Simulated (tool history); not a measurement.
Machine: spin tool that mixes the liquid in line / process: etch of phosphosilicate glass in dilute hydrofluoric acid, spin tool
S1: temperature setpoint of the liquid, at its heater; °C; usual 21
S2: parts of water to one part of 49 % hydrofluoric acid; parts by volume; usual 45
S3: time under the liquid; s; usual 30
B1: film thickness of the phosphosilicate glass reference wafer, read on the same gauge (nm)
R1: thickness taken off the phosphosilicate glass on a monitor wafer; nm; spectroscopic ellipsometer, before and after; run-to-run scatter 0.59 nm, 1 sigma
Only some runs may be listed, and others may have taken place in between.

run	day	S1	S2	S3	B1	R1
1	0	21	45	30	40	94.08
2	0.729	21	45	30	39.98	94.62
3	2.188	21	35	30	39.96	122.65
4	3.321	24.5	35	30	40.01	142.77
5	4.804	24.5	35	30	39.99	143.99
6	5.912	24.5	35	30	40	143.98
7	7.388	21	45	30	40.01	96.04
8	10.821	21	45	30	39.96	97.28
9	11.771	21	45	30	40.01	96.94
# day 12.167: thermometer replaced
# day 12.404: gauge calibrated
10	12.625	21	45	15	40.06	45.69
11	13.625	21	45	15	40	45.35
12	14.283	21	45	30	40.01	91.4
# day 16.429: hydrofluoric acid flow meter replaced
13	18.142	21	45	30	40.01	94.3
14	18.804	21	45	30	39.97	95.14
15	19.946	18	45	30	40.01	83.75
16	21.158	18	40	35	40	109.67
17	21.95	21	25	40	40.01	230.56
18	23.204	21	45	30	40	96.33
19	24.479	21	45	30	40.02	94.79
20	25.592	19	40	45	39.98	149.29
21	26.746	25	25	30	39.99	209.19
22	27.642	26	45	30	39.99	118.47
23	28.75	26	45	30	39.96	118.07
24	29.75	19.5	65	15	39.98	30.49
25	30.283	26	45	30	40.01	118.29
26	31.946	21	35	40	40.02	166.52
27	33.329	21	45	30	39.99	97.29

The next listed run, before its measurement:
28	34.275	18.5	60	15	?	?

{"run 28": {"B1": 39.99, "R1": 32.13}}
Had the tool carried no hidden state, the very same run would have given R1 30.59 nm.
